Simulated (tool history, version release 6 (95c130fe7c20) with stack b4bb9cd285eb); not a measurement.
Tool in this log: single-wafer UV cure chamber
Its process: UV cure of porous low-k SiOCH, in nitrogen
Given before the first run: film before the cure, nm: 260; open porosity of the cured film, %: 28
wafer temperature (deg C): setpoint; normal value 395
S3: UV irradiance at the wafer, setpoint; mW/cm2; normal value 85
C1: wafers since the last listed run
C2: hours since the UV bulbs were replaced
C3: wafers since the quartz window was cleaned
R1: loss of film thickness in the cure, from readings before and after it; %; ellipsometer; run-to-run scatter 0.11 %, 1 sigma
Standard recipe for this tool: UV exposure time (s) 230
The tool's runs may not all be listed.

run 1 day=0 | wafer_temperature_(deg_C)=395 UV_exposure_time_(s)=230 S3=85 | C1=0 C2=2134.2 C3=2832 | R1=10.076
run 2 day=0.321 | wafer_temperature_(deg_C)=395 UV_exposure_time_(s)=230 S3=85 | C1=50 C2=2141.9 C3=2882 | R1=9.965
run 3 day=2.538 | wafer_temperature_(deg_C)=395 UV_exposure_time_(s)=230 S3=85 | C1=351 C2=2195.1 C3=3233 | R1=9.727
run 4 day=3.217 | wafer_temperature_(deg_C)=395 UV_exposure_time_(s)=230 S3=85 | C1=107 C2=2211.4 C3=3341 | R1=9.636
run 5 day=3.917 | wafer_temperature_(deg_C)=395 UV_exposure_time_(s)=290 S3=85 | C1=110 C2=2228.2 C3=3452 | R1=10.896
-- day=4.496 UV bulbs replaced
run 6 day=4.517 | wafer_temperature_(deg_C)=395 UV_exposure_time_(s)=230 S3=115 | C1=42 C2=0.5 C3=3494 | R1=13.208
run 7 day=5.117 | wafer_temperature_(deg_C)=395 UV_exposure_time_(s)=310 S3=85 | C1=95 C2=14.9 C3=3589 | R1=13.425
run 8 day=6.404 | wafer_temperature_(deg_C)=395 UV_exposure_time_(s)=310 S3=85 | C1=203 C2=45.8 C3=3793 | R1=13.149
run 9 day=6.667 | wafer_temperature_(deg_C)=395 UV_exposure_time_(s)=230 S3=85 | C1=41 C2=52.1 C3=3835 | R1=11.681
-- day=7.071 quartz window cleaned
run 10 day=7.379 | wafer_temperature_(deg_C)=395 UV_exposure_time_(s)=230 S3=85 | C1=60 C2=69.2 C3=48 | R1=12.71
run 11 day=7.742 | wafer_temperature_(deg_C)=407 UV_exposure_time_(s)=145 S3=85 | C1=57 C2=77.9 C3=106 | R1=10.611
run 12 day=8.183 | wafer_temperature_(deg_C)=395 UV_exposure_time_(s)=230 S3=85 | C1=69 C2=88.5 C3=176 | R1=12.53
run 13 day=8.738 | wafer_temperature_(deg_C)=377 UV_exposure_time_(s)=185 S3=57 | C1=87 C2=101.8 C3=264 | R1=9.294
run 14 day=9.438 | wafer_temperature_(deg_C)=407 UV_exposure_time_(s)=145 S3=85 | C1=110 C2=118.6 C3=375 | R1=10.587
run 15 day=10.117 | wafer_temperature_(deg_C)=395 UV_exposure_time_(s)=230 S3=52 | C1=107 C2=134.9 C3=482 | R1=10.016
run 16 day=10.842 | wafer_temperature_(deg_C)=382 UV_exposure_time_(s)=230 S3=85 | C1=114 C2=152.3 C3=597 | R1=12.013
run 17 day=11.342 | wafer_temperature_(deg_C)=376 UV_exposure_time_(s)=120 S3=64 | C1=79 C2=164.3 C3=676 | R1=7.57
run 18 day=11.904 | wafer_temperature_(deg_C)=411 UV_exposure_time_(s)=300 S3=73 | C1=89 C2=177.8 C3=765 | R1=13.061
run 19 day=12.396 | wafer_temperature_(deg_C)=395 UV_exposure_time_(s)=135 S3=123 | C1=77 C2=189.6 C3=843 | R1=11.524
run 20 day=13.104 | wafer_temperature_(deg_C)=395 UV_exposure_time_(s)=115 S3=85 | C1=112 C2=206.6 C3=955 | R1=8.807
run 21 day=13.692 | wafer_temperature_(deg_C)=404 UV_exposure_time_(s)=230 S3=104 | C1=93 C2=220.7 C3=1048 | R1=13.205

Below, some changes in R1 between adjacent runs. For each, the amount present without the hidden state too (settings, incoming material, random variation) and the amount remaining for the hidden state with gauge scatter not shared by both compared results:
Hidden conditions of the tool in this case: lamp output below its setpoint, %; transmission lost against a clean window, %.
Run 5 -> 6: UV exposure time (s) 290 -> 230, S3 85 -> 115, UV bulbs replaced. R1 +2.312 %: hidden state +2.124, all else +0.188.
Run 9 -> 10: quartz window cleaned. R1 +1.029 %: hidden state +0.977, all else +0.052.
Run 16 -> 17: wafer temperature (deg C) 382 -> 376, UV exposure time (s) 230 -> 120, S3 85 -> 64. R1 -4.443 %: hidden state +0.026, all else -4.469.
Run 17 -> 18: wafer temperature (deg C) 376 -> 411, UV exposure time (s) 120 -> 300, S3 64 -> 73. R1 +5.491 %: hidden state -0.107, all else +5.598.
